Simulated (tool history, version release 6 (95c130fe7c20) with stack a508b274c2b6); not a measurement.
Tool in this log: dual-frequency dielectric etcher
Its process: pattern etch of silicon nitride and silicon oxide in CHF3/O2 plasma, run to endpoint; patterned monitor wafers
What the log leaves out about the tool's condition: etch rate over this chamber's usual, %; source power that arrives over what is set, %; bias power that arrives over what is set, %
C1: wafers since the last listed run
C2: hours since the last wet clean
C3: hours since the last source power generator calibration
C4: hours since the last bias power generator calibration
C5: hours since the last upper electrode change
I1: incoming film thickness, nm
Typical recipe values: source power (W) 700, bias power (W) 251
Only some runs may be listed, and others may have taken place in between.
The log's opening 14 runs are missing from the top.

-- day=53.167 wet clean of the chamber
run 15 day=53.188 | source_power_(W)=700 bias_power_(W)=227 | C1=808 C2=0.5 C3=390.3 C4=3464.2 C5=4984.1 | I1=266.0 | endpoint_time_(s)=160.0
run 16 day=55.142 | source_power_(W)=600 bias_power_(W)=301 | C1=365 C2=47.4 C3=437.2 C4=3511.1 C5=5031.0 | I1=263.3 | endpoint_time_(s)=153.7
run 17 day=56.675 | source_power_(W)=550 bias_power_(W)=289 | C1=286 C2=84.2 C3=474.0 C4=3547.9 C5=5067.8 | I1=264.2 | endpoint_time_(s)=167.3
run 18 day=59.442 | source_power_(W)=870 bias_power_(W)=291 | C1=517 C2=150.6 C3=540.4 C4=3614.3 C5=5134.2 | I1=263.1 | endpoint_time_(s)=129.4
run 19 day=61.567 | source_power_(W)=700 bias_power_(W)=251 | C1=397 C2=201.6 C3=591.4 C4=3665.3 C5=5185.2 | I1=264.6 | endpoint_time_(s)=155.6
run 20 day=63.800 | source_power_(W)=620 bias_power_(W)=251 | C1=417 C2=255.2 C3=645.0 C4=3718.9 C5=5238.8 | I1=265.8 | endpoint_time_(s)=163.8
run 21 day=66.388 | source_power_(W)=870 bias_power_(W)=194 | C1=483 C2=317.3 C3=707.1 C4=3781.0 C5=5300.9 | I1=265.0 | endpoint_time_(s)=153.0
-- day=70.133 bias power generator calibrated
run 22 day=71.304 | source_power_(W)=840 bias_power_(W)=251 | C1=888 C2=435.3 C3=825.1 C4=28.1 C5=5418.9 | I1=265.0 | endpoint_time_(s)=142.1
run 23 day=73.921 | source_power_(W)=520 bias_power_(W)=280 | C1=489 C2=498.1 C3=887.9 C4=90.9 C5=5481.7 | I1=266.0 | endpoint_time_(s)=175.6
run 24 day=76.075 | source_power_(W)=610 bias_power_(W)=251 | C1=402 C2=549.8 C3=939.6 C4=142.6 C5=5533.4 | I1=264.6 | endpoint_time_(s)=167.9
-- day=80.529 upper electrode replaced
-- day=83.200 wet clean of the chamber
run 25 day=85.817 | source_power_(W)=770 bias_power_(W)=216 | C1=1448 C2=62.8 C3=1173.4 C4=376.4 C5=126.9 | I1=263.1 | endpoint_time_(s)=155.0
run 26 day=88.333 | source_power_(W)=700 bias_power_(W)=286 | C1=470 C2=123.2 C3=1233.8 C4=436.8 C5=187.3 | I1=264.6 | endpoint_time_(s)=149.8
run 27 day=90.433 | source_power_(W)=700 bias_power_(W)=251 | C1=392 C2=173.6 C3=1284.2 C4=487.2 C5=237.7 | I1=265.7 | endpoint_time_(s)=156.6
run 28 day=94.662 | source_power_(W)=530 bias_power_(W)=286 | C1=791 C2=275.1 C3=1385.7 C4=588.7 C5=339.2 | I1=264.9 | endpoint_time_(s)=170.7
run 29 day=98.500 | source_power_(W)=870 bias_power_(W)=291 | C1=717 C2=367.2 C3=1477.8 C4=680.8 C5=431.3 | I1=262.9 | endpoint_time_(s)=131.6
run 30 day=101.346 | source_power_(W)=700 bias_power_(W)=251 | C1=532 C2=435.5 C3=1546.1 C4=749.1 C5=499.6 | I1=263.5 | endpoint_time_(s)=152.7
run 31 day=103.042 | source_power_(W)=640 bias_power_(W)=221 | C1=317 C2=476.2 C3=1586.8 C4=789.8 C5=540.3 | I1=264.4 | endpoint_time_(s)=171.7
run 32 day=105.200 | source_power_(W)=870 bias_power_(W)=306 | C1=403 C2=528.0 C3=1638.6 C4=841.6 C5=592.1 | I1=260.5 | endpoint_time_(s)=128.0
run 33 day=109.042 | source_power_(W)=700 bias_power_(W)=297 | C1=718 C2=620.2 C3=1730.8 C4=933.8 C5=684.3 | I1=263.5 | endpoint_time_(s)=146.2
run 34 day=111.404 | source_power_(W)=700 bias_power_(W)=270 | C1=441 C2=676.9 C3=1787.5 C4=990.5 C5=741.0 | I1=263.0 | endpoint_time_(s)=151.1
run 35 day=113.654 | source_power_(W)=700 bias_power_(W)=219 | C1=420 C2=730.9 C3=1841.5 C4=1044.5 C5=795.0 | I1=260.3 | endpoint_time_(s)=161.8

4 options for the next run, each taken on its own from the tool as it stands now. Forecast them:
run A day=113.675 | source_power_(W)=700 bias_power_(W)=307 | C1=3 C2=731.4 C3=1842.0 C4=1045.0 C5=795.5 | I1=264.2 | endpoint_time_(s)=?
run B day=113.675 | source_power_(W)=780 bias_power_(W)=293 | C1=3 C2=731.4 C3=1842.0 C4=1045.0 C5=795.5 | I1=264.2 | endpoint_time_(s)=?
run C day=113.675 | source_power_(W)=600 bias_power_(W)=231 | C1=3 C2=731.4 C3=1842.0 C4=1045.0 C5=795.5 | I1=264.2 | endpoint_time_(s)=?
run D day=113.675 | source_power_(W)=780 bias_power_(W)=278 | C1=3 C2=731.4 C3=1842.0 C4=1045.0 C5=795.5 | I1=264.2 | endpoint_time_(s)=?

run=A endpoint_time_(s)=144.5
run=B endpoint_time_(s)=139.1
run=C endpoint_time_(s)=174.9
run=D endpoint_time_(s)=141.8
With no hidden state in the tool, these same runs would have given:
run=A endpoint_time_(s)=142.5
run=B endpoint_time_(s)=137.1
run=C endpoint_time_(s)=172.5
run=D endpoint_time_(s)=139.8
